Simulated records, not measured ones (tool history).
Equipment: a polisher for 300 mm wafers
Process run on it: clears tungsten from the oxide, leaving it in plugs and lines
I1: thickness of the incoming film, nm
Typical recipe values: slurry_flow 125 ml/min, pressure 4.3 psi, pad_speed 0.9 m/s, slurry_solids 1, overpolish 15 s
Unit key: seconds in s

run 1 hour=0 | slurry_flow=125 pressure=4.3 pad_speed=0.9 slurry_solids=1 overpolish=15 | I1=482.4 | seconds=153.8
run 2 hour=60.3 | slurry_flow=125 pressure=4.3 pad_speed=0.9 slurry_solids=1 overpolish=15 | I1=472.3 | seconds=149.4
-- hour=96 slurry nozzle cleaned
-- hour=100.7 head pressure recalibrated
run 3 hour=137.7 | slurry_flow=145 pressure=4.3 pad_speed=0.9 slurry_solids=1 overpolish=15 | I1=471.7 | seconds=151.6
run 4 hour=214.7 | slurry_flow=145 pressure=4.3 pad_speed=0.9 slurry_solids=1 overpolish=15 | I1=481.7 | seconds=155.3
-- hour=287.3 slurry blender recalibrated
run 5 hour=300 | slurry_flow=125 pressure=4.3 pad_speed=0.9 slurry_solids=1 overpolish=15 | I1=484.5 | seconds=153.9
-- hour=309.7 slurry tank refilled with fresh slurry and peroxide
-- hour=315.9 worn pad replaced by a new one
run 6 hour=369.9 | slurry_flow=125 pressure=4.3 pad_speed=0.9 slurry_solids=1.2 overpolish=15 | I1=487.7 | seconds=135.7
run 7 hour=468.1 | slurry_flow=125 pressure=4.3 pad_speed=0.9 slurry_solids=1.2 overpolish=15 | I1=469.7 | seconds=143.1
run 8 hour=544.5 | slurry_flow=125 pressure=4.3 pad_speed=0.9 slurry_solids=1 overpolish=15 | I1=485.7 | seconds=154.2
-- hour=642.3 slurry nozzle cleaned
run 9 hour=650.6 | slurry_flow=125 pressure=4.3 pad_speed=0.9 slurry_solids=1 overpolish=15 | I1=482.5 | seconds=155.5
-- hour=666.3 head pressure recalibrated
run 10 hour=705.8 | slurry_flow=125 pressure=3.8 pad_speed=0.7 slurry_solids=1 overpolish=23 | I1=476.6 | seconds=203.5
-- hour=740.3 slurry blender recalibrated
-- hour=782 worn pad replaced by a new one
-- hour=794.1 slurry tank refilled with fresh slurry and peroxide
run 11 hour=803.7 | slurry_flow=125 pressure=4.3 pad_speed=0.9 slurry_solids=1.25 overpolish=15 | I1=481.4 | seconds=123
run 12 hour=847.1 | slurry_flow=125 pressure=3.4 pad_speed=1.1 slurry_solids=1 overpolish=21 | I1=483 | seconds=140.4
run 13 hour=950.7 | slurry_flow=125 pressure=4.3 pad_speed=0.9 slurry_solids=1 overpolish=15 | I1=476.7 | seconds=155.9
run 14 hour=1032.2 | slurry_flow=125 pressure=4.3 pad_speed=0.9 slurry_solids=1 overpolish=15 | I1=474.2 | seconds=148.4
-- hour=1070.8 slurry nozzle cleaned
run 15 hour=1073.1 | slurry_flow=125 pressure=5.2 pad_speed=1.08 slurry_solids=1 overpolish=15 | I1=490 | seconds=123.1
run 16 hour=1138.1 | slurry_flow=125 pressure=4.3 pad_speed=1.08 slurry_solids=1 overpolish=15 | I1=481.3 | seconds=132.4
run 17 hour=1211 | slurry_flow=100 pressure=4.3 pad_speed=0.9 slurry_solids=1.3 overpolish=15 | I1=481.6 | seconds=149.9
-- hour=1237.1 slurry blender recalibrated
-- hour=1238.2 head pressure recalibrated
-- hour=1247.7 worn pad replaced by a new one
run 18 hour=1278.3 | slurry_flow=155 pressure=4.3 pad_speed=0.9 slurry_solids=1.2 overpolish=23 | I1=485.5 | seconds=140.6
-- hour=1334.2 slurry tank refilled with fresh slurry and peroxide
run 19 hour=1339.2 | slurry_flow=125 pressure=4.3 pad_speed=0.64 slurry_solids=0.85 overpolish=7 | I1=474.2 | seconds=176
run 20 hour=1430.3 | slurry_flow=100 pressure=4.3 pad_speed=0.9 slurry_solids=1 overpolish=15 | I1=475.6 | seconds=156.1
run 21 hour=1467.6 | slurry_flow=125 pressure=4.3 pad_speed=0.6 slurry_solids=1 overpolish=15 | I1=472.4 | seconds=193.7
run 22 hour=1505.4 | slurry_flow=125 pressure=4.3 pad_speed=0.9 slurry_solids=0.9 overpolish=23 | I1=476.4 | seconds=166.8
run 23 hour=1583 | slurry_flow=125 pressure=4.3 pad_speed=0.9 slurry_solids=1 overpolish=15 | I1=469.8 | seconds=150.5
-- hour=1595 slurry nozzle cleaned
run 24 hour=1648.6 | slurry_flow=125 pressure=4.3 pad_speed=0.9 slurry_solids=0.8 overpolish=15 | I1=487.6 | seconds=151.3
-- hour=1678.4 worn pad replaced by a new one
-- hour=1701.4 slurry blender recalibrated
-- hour=1714.1 head pressure recalibrated
run 25 hour=1749.7 | slurry_flow=125 pressure=4.3 pad_speed=0.9 slurry_solids=0.9 overpolish=23 | I1=484.5 | seconds=161.8
-- hour=1885.7 slurry tank refilled with fresh slurry and peroxide
run 26 hour=1989.8 | slurry_flow=110 pressure=4.3 pad_speed=0.9 slurry_solids=1 overpolish=15 | I1=472.6 | seconds=148.9

List, for all runs, the conditions of the tool that the log does not record:
slurry flow missing at the pad, %: 0 across all the runs
deviation of the head's pressure from its setpoint, %: 0 across all the runs
abrasive missing from the slurry, %: 0 across all the runs
H1: removal rate lost through wear of the pad, %
H2: peroxide lost from the slurry, %
run=1 H1=11.2 H2=26.2
run=2 H1=12.2 H2=29.9
run=3 H1=13.1 H2=33.1
run=4 H1=13.6 H2=35.1
run=5 H1=14 H2=36.5
run=6 H1=5.3 H2=15.2
run=7 H1=9.37 H2=26.9
run=8 H1=11.2 H2=32.3
run=9 H1=12.7 H2=36.6
run=10 H1=13.2 H2=38
run=11 H1=3.23 H2=7.23
run=12 H1=5.79 H2=15.4
run=13 H1=9.75 H2=28.2
run=14 H1=11.5 H2=33.9
run=15 H1=12.1 H2=35.9
run=16 H1=12.8 H2=38.2
run=17 H1=13.4 H2=39.9
run=18 H1=3.08 H2=40.9
run=19 H1=6.31 H2=8.17
run=20 H1=9.38 H2=23.7
run=21 H1=10.2 H2=27.9
run=22 H1=10.9 H2=31.4
run=23 H1=11.9 H2=36.4
run=24 H1=12.5 H2=39.2
run=25 H1=4.98 H2=41.8
run=26 H1=11.3 H2=20.9
